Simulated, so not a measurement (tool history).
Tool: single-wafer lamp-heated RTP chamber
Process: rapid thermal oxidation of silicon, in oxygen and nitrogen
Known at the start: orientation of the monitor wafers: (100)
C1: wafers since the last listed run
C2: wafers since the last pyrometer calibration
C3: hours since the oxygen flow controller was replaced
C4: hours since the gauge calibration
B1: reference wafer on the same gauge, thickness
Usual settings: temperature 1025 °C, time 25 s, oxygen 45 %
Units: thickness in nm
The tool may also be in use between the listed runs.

{"run": 1, "hour": 0.0, "temperature": 1025, "time": 25, "oxygen": 45, "C1": 0, "C2": 1877, "C3": 3703.7, "C4": 1012.4, "B1": 4.07, "thickness": 3.894}
{"run": 2, "hour": 262.5, "temperature": 1025, "time": 25, "oxygen": 45, "C1": 1411, "C2": 3288, "C3": 3966.2, "C4": 1274.9, "B1": 4.073, "thickness": 3.91}
{"run": 3, "hour": 351.2, "temperature": 1005, "time": 15, "oxygen": 45, "C1": 477, "C2": 3765, "C3": 4054.9, "C4": 1363.6, "B1": 4.067, "thickness": 2.938}
{"run": 4, "hour": 458.9, "temperature": 1013, "time": 25, "oxygen": 22, "C1": 579, "C2": 4344, "C3": 4162.6, "C4": 1471.3, "B1": 4.07, "thickness": 3.038}
{"run": 5, "hour": 566.7, "temperature": 1013, "time": 25, "oxygen": 22, "C1": 579, "C2": 4924, "C3": 4270.4, "C4": 1579.1, "B1": 4.071, "thickness": 3.035}
{"run": 6, "hour": 860.6, "temperature": 1013, "time": 25, "oxygen": 22, "C1": 1580, "C2": 6505, "C3": 4564.3, "C4": 1873.0, "B1": 4.067, "thickness": 3.039}
{"run": 7, "hour": 900.5, "temperature": 1025, "time": 25, "oxygen": 45, "C1": 214, "C2": 6719, "C3": 4604.2, "C4": 1912.9, "B1": 4.07, "thickness": 3.966}
{"run": 8, "hour": 978.2, "temperature": 1025, "time": 25, "oxygen": 45, "C1": 417, "C2": 7137, "C3": 4681.9, "C4": 1990.6, "B1": 4.072, "thickness": 3.976}
{"run": 9, "hour": 1019.8, "temperature": 1025, "time": 25, "oxygen": 45, "C1": 223, "C2": 7361, "C3": 4723.5, "C4": 2032.2, "B1": 4.07, "thickness": 3.985}
{"hour": 1045.3, "done": "pyrometer window cleaned and pyrometer calibrated"}
{"run": 10, "hour": 1127.8, "temperature": 1025, "time": 25, "oxygen": 45, "C1": 537, "C2": 443, "C3": 4831.5, "C4": 2140.2, "B1": 4.07, "thickness": 4.122}
{"run": 11, "hour": 1231.8, "temperature": 1016, "time": 31, "oxygen": 75, "C1": 559, "C2": 1003, "C3": 4935.5, "C4": 2244.2, "B1": 4.073, "thickness": 5.016}
{"hour": 1281.9, "done": "gauge calibrated"}
{"hour": 1285.0, "done": "oxygen flow controller replaced"}
{"run": 12, "hour": 1285.5, "temperature": 1038, "time": 25, "oxygen": 54, "C1": 245, "C2": 1248, "C3": 0.5, "C4": 3.6, "B1": 4.07, "thickness": 4.79}
{"hour": 1368.0, "done": "pyrometer window cleaned and pyrometer calibrated, repeated, since the last time left the tool worse"}
{"run": 13, "hour": 1383.0, "temperature": 1025, "time": 25, "oxygen": 45, "C1": 481, "C2": 80, "C3": 98.0, "C4": 101.1, "B1": 4.069, "thickness": 3.858}
{"run": 14, "hour": 1441.0, "temperature": 1011, "time": 20, "oxygen": 34, "C1": 311, "C2": 392, "C3": 156.0, "C4": 159.1, "B1": 4.074, "thickness": 3.06}
{"run": 15, "hour": 1497.5, "temperature": 1013, "time": 25, "oxygen": 22, "C1": 303, "C2": 696, "C3": 212.5, "C4": 215.6, "B1": 4.07, "thickness": 3.003}
{"run": 16, "hour": 1575.3, "temperature": 1025, "time": 25, "oxygen": 45, "C1": 418, "C2": 1114, "C3": 290.3, "C4": 293.4, "B1": 4.07, "thickness": 3.901}
{"run": 17, "hour": 1653.6, "temperature": 1025, "time": 25, "oxygen": 74, "C1": 421, "C2": 1535, "C3": 368.6, "C4": 371.7, "B1": 4.07, "thickness": 4.587}
{"run": 18, "hour": 1741.8, "temperature": 1025, "time": 33, "oxygen": 34, "C1": 474, "C2": 2010, "C3": 456.8, "C4": 459.9, "B1": 4.068, "thickness": 3.973}
{"run": 19, "hour": 1826.4, "temperature": 1025, "time": 16, "oxygen": 45, "C1": 454, "C2": 2464, "C3": 541.4, "C4": 544.5, "B1": 4.068, "thickness": 3.311}
{"run": 20, "hour": 1917.3, "temperature": 1015, "time": 34, "oxygen": 67, "C1": 488, "C2": 2953, "C3": 632.3, "C4": 635.4, "B1": 4.064, "thickness": 4.691}

Hidden state or all else? Some run-to-run changes of thickness, split into what the settings, what came in and random variation would give without the hidden state, and what is left for the hidden state (with any gauge scatter that isn't in both results):
The hidden state here: true wafer temperature minus pyrometer reading, K; deviation of the oxygen flow from its setpoint, %; gauge reads high (%).
Run 2 -> 3: temperature 1025 -> 1005, time 25 -> 15. thickness -0.972 nm: hidden state -0.028, all else -0.944.
Run 9 -> 10: pyrometer window cleaned and pyrometer calibrated. thickness +0.137 nm: hidden state +0.148, all else -0.011.
Run 12 -> 13: temperature 1038 -> 1025, oxygen 54 -> 45, pyrometer window cleaned and pyrometer calibrated, repeated, since the last time left the tool worse. thickness -0.932 nm: hidden state -0.355, all else -0.577.
Run 19 -> 20: temperature 1025 -> 1015, time 16 -> 34, oxygen 45 -> 67. thickness +1.380 nm: hidden state +0.049, all else +1.331.
